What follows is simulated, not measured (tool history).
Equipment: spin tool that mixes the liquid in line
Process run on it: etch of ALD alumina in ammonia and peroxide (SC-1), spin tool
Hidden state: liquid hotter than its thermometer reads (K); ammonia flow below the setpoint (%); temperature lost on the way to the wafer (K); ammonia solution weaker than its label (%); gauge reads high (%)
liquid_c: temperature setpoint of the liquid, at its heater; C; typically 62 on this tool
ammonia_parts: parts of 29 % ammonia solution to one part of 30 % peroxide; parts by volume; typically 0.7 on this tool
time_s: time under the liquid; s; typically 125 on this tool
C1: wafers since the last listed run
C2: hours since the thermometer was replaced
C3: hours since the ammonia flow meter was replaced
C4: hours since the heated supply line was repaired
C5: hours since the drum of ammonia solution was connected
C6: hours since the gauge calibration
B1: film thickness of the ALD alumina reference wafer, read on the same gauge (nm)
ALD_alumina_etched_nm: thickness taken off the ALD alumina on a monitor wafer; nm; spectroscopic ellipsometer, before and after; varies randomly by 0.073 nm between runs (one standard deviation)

Run 1, hour 0: usual settings; C1 0; C2 816.4; C3 1726.6; C4 2601.3; C5 107.5; C6 274.6; B1 119.99. Result: ALD_alumina_etched_nm 8.62 nm.
Run 2, hour 7.3: usual settings; C1 94; C2 823.7; C3 1733.9; C4 2608.6; C5 114.8; C6 281.9; B1 120. Result: ALD_alumina_etched_nm 8.6 nm.
At hour 11.4: gauge calibrated.
Run 3, hour 15.7: usual settings; C1 108; C2 832.1; C3 1742.3; C4 2617; C5 123.2; C6 4.3; B1 120.01. Result: ALD_alumina_etched_nm 8.56 nm.
Run 4, hour 29.7: usual settings but liquid_c 64 C; C1 181; C2 846.1; C3 1756.3; C4 2631; C5 137.2; C6 18.3; B1 119.98. Result: ALD_alumina_etched_nm 9.57 nm.
Run 5, hour 36.6: usual settings; C1 89; C2 853; C3 1763.2; C4 2637.9; C5 144.1; C6 25.2; B1 120. Result: ALD_alumina_etched_nm 8.63 nm.
Run 6, hour 52.9: usual settings; C1 210; C2 869.3; C3 1779.5; C4 2654.2; C5 160.4; C6 41.5; B1 120. Result: ALD_alumina_etched_nm 8.58 nm.
Run 7, hour 64.4: usual settings; C1 148; C2 880.8; C3 1791; C4 2665.7; C5 171.9; C6 53; B1 120.02. Result: ALD_alumina_etched_nm 8.61 nm.
Run 8, hour 71.8: usual settings but liquid_c 70 C, ammonia_parts 1.05 parts by volume, time_s 70 s; C1 95; C2 888.2; C3 1798.4; C4 2673.1; C5 179.3; C6 60.4; B1 119.99. Result: ALD_alumina_etched_nm 7.53 nm.
Run 9, hour 84.7: usual settings but liquid_c 54 C, ammonia_parts 0.4 parts by volume, time_s 195 s; C1 166; C2 901.1; C3 1811.3; C4 2686; C5 192.2; C6 73.3; B1 119.99. Result: ALD_alumina_etched_nm 8.23 nm.
Run 10, hour 97.8: usual settings but ammonia_parts 1 parts by volume, time_s 95 s; C1 169; C2 914.2; C3 1824.4; C4 2699.1; C5 205.3; C6 86.4; B1 119.99. Result: ALD_alumina_etched_nm 6.67 nm.
At hour 107.7: heated supply line repaired.
Run 11, hour 114.8: usual settings but time_s 185 s; C1 206; C2 931.2; C3 1841.4; C4 7.1; C5 222.3; C6 103.4; B1 120. Result: ALD_alumina_etched_nm 15.39 nm.
Run 12, hour 122.4: usual settings but liquid_c 52.5 C, time_s 50 s; C1 98; C2 938.8; C3 1849; C4 14.7; C5 229.9; C6 111; B1 120.03. Result: ALD_alumina_etched_nm 2.53 nm.
At hour 123.5: thermometer replaced.
Run 13, hour 132.4: usual settings but ammonia_parts 0.45 parts by volume; C1 116; C2 8.9; C3 1859; C4 24.7; C5 239.9; C6 121; B1 119.99. Result: ALD_alumina_etched_nm 10.04 nm.
At hour 138.6: new drum of ammonia solution connected.
Run 14, hour 145.3: usual settings but liquid_c 57.5 C, ammonia_parts 0.9 parts by volume, time_s 150 s; C1 153; C2 21.8; C3 1871.9; C4 37.6; C5 6.7; C6 133.9; B1 120.01. Result: ALD_alumina_etched_nm 10.18 nm.
Run 15, hour 157.9: usual settings but liquid_c 59.5 C, ammonia_parts 0.45 parts by volume, time_s 175 s; C1 162; C2 34.4; C3 1884.5; C4 50.2; C5 19.3; C6 146.5; B1 120.01. Result: ALD_alumina_etched_nm 12.35 nm.
Run 16, hour 169.7: usual settings but liquid_c 52.5 C, time_s 50 s; C1 152; C2 46.2; C3 1896.3; C4 62; C5 31.1; C6 158.3; B1 119.97. Result: ALD_alumina_etched_nm 2.56 nm.
At hour 173.2: ammonia flow meter replaced.
Run 17, hour 185: usual settings but liquid_c 58 C, ammonia_parts 0.9 parts by volume, time_s 80 s; C1 184; C2 61.5; C3 11.8; C4 77.3; C5 46.4; C6 173.6; B1 119.99. Result: ALD_alumina_etched_nm 5.6 nm.
Run 18, hour 197.3: usual settings; C1 159; C2 73.8; C3 24.1; C4 89.6; C5 58.7; C6 185.9; B1 119.97. Result: ALD_alumina_etched_nm 10.44 nm.
Run 19, hour 203.7: usual settings; C1 82; C2 80.2; C3 30.5; C4 96; C5 65.1; C6 192.3; B1 120. Result: ALD_alumina_etched_nm 10.35 nm.
Run 20, hour 216.9: usual settings but liquid_c 59 C, ammonia_parts 0.45 parts by volume; C1 170; C2 93.4; C3 43.7; C4 109.2; C5 78.3; C6 205.5; B1 120.01. Result: ALD_alumina_etched_nm 8.52 nm.
Run 21, hour 224.9: usual settings but liquid_c 70 C, ammonia_parts 1.05 parts by volume, time_s 70 s; C1 103; C2 101.4; C3 51.7; C4 117.2; C5 86.3; C6 213.5; B1 119.97. Result: ALD_alumina_etched_nm 9.04 nm.
Run 22, hour 237: usual settings but time_s 180 s; C1 156; C2 113.5; C3 63.8; C4 129.3; C5 98.4; C6 225.6; B1 120.01. Result: ALD_alumina_etched_nm 15.02 nm.
Run 23, hour 250.6: usual settings but liquid_c 65 C; C1 175; C2 127.1; C3 77.4; C4 142.9; C5 112; C6 239.2; B1 119.99. Result: ALD_alumina_etched_nm 12.06 nm.
Run 24, hour 264.4: usual settings but ammonia_parts 0.4 parts by volume; C1 178; C2 140.9; C3 91.2; C4 156.7; C5 125.8; C6 253; B1 119.99. Result: ALD_alumina_etched_nm 9.77 nm.

Measured minus without-hidden-state, run by run (identical run-to-run variation in each term; gauge scatter may differ):
run  ALD_alumina_etched_nm
  1                  -2.09
  2                   -2.1
  3                  -2.09
  4                  -2.32
  5                  -2.13
  6                  -2.13
  7                  -2.14
  8                  -1.77
  9                   -2.2
 10                  -1.69
 11                  -0.26
 12                  -0.05
 13                  -0.19
 14                  -0.21
 15                  -0.26
 16                  -0.06
 17                  -0.13
 18                  -0.25
 19                  -0.26
 20                  -0.23
 21                  -0.22
 22                  -0.41
 23                  -0.33
 24                  -0.29
